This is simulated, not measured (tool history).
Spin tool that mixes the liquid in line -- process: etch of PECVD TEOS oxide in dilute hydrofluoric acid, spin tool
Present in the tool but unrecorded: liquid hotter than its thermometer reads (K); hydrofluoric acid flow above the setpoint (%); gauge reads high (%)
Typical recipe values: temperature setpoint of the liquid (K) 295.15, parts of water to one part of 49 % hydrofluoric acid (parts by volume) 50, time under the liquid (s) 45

run,hour,temperature setpoint of the liquid (K),parts of water to one part of 49 % hydrofluoric acid (parts by volume),time under the liquid (s),wafers since the last listed run,hours since the thermometer was replaced,hours since the hydrofluoric acid flow meter was replaced,hours since the gauge calibration,"read-back film thickness of the PECVD TEOS oxide reference wafer, read on the same gauge (nm)",thickness taken off the PECVD TEOS oxide on a monitor wafer (nm)
1,0,295.15,50,45,0,2768.1,1494,221.5,49.99,11.18
2,9.1,295.15,50,45,88,2777.2,1503.1,230.6,50.03,11.06
3,22.6,295.15,50,45,131,2790.7,1516.6,244.1,50,10.96
4,37.1,295.15,50,45,141,2805.2,1531.1,258.6,50.04,10.94
5,88.8,295.15,50,45,504,2856.9,1582.8,310.3,50,11.09
6,98.8,295.15,50,45,97,2866.9,1592.8,320.3,50,11.1
7,116.7,292.65,50,45,174,2884.8,1610.7,338.2,49.96,10.11
# hour 131.8: hydrofluoric acid flow meter replaced
8,133.1,295.15,50,45,150,2901.2,1.3,354.6,50.05,11.09
9,148.1,295.15,50,45,146,2916.2,16.3,369.6,49.99,11.04
10,165.9,295.15,50,45,173,2934,34.1,387.4,49.97,11.07
11,183.7,295.15,50,45,173,2951.8,51.9,405.2,50,11.19
12,201.4,295.15,50,45,172,2969.5,69.6,422.9,49.99,11.17
13,210.6,295.15,40,45,89,2978.7,78.8,432.1,50,14.01
# hour 217.2: thermometer replaced
14,226,295.15,50,45,140,8.8,94.2,447.5,50.02,11.22
15,235.8,295.15,50,45,95,18.6,104,457.3,49.99,11.22
16,244.6,295.15,50,65,85,27.4,112.8,466.1,49.96,16.01
# hour 248.3: gauge calibrated
17,253.4,295.15,50,65,85,36.2,121.6,5.1,50.01,15.89
18,263.4,299.15,50,45,97,46.2,131.6,15.1,49.99,13.14
19,277.6,296.65,40,65,138,60.4,145.8,29.3,50.01,21.66
20,291,295.15,55,25,130,73.8,159.2,42.7,50.02,5.62
21,308.4,295.15,50,45,169,91.2,176.6,60.1,49.98,11.05
22,322,291.65,65,60,132,104.8,190.2,73.7,50,9.76
23,334.4,298.15,50,65,120,117.2,202.6,86.1,49.99,17.77
24,347.9,298.65,75,20,131,130.7,216.1,99.6,49.96,3.7
25,368.3,295.15,30,45,198,151.1,236.5,120,50.03,19.07
26,383.9,299.65,60,70,152,166.7,252.1,135.6,49.97,17.4
27,397.6,295.15,45,25,133,180.4,265.8,149.3,49.95,6.97
28,414.1,297.15,50,45,160,196.9,282.3,165.8,49.98,12.06

Hidden condition of the tool, last listed run before each entry between runs versus first listed run after:
In the gap between runs 7 and 8: hydrofluoric acid flow meter replaced (hour 131.8)
  nothing in the hidden state changes from one run to the other
In the gap between runs 13 and 14: thermometer replaced (hour 217.2)
  nothing in the hidden state changes from one run to the other
In the gap between runs 16 and 17: gauge calibrated (hour 248.3)
  nothing in the hidden state changes from one run to the other

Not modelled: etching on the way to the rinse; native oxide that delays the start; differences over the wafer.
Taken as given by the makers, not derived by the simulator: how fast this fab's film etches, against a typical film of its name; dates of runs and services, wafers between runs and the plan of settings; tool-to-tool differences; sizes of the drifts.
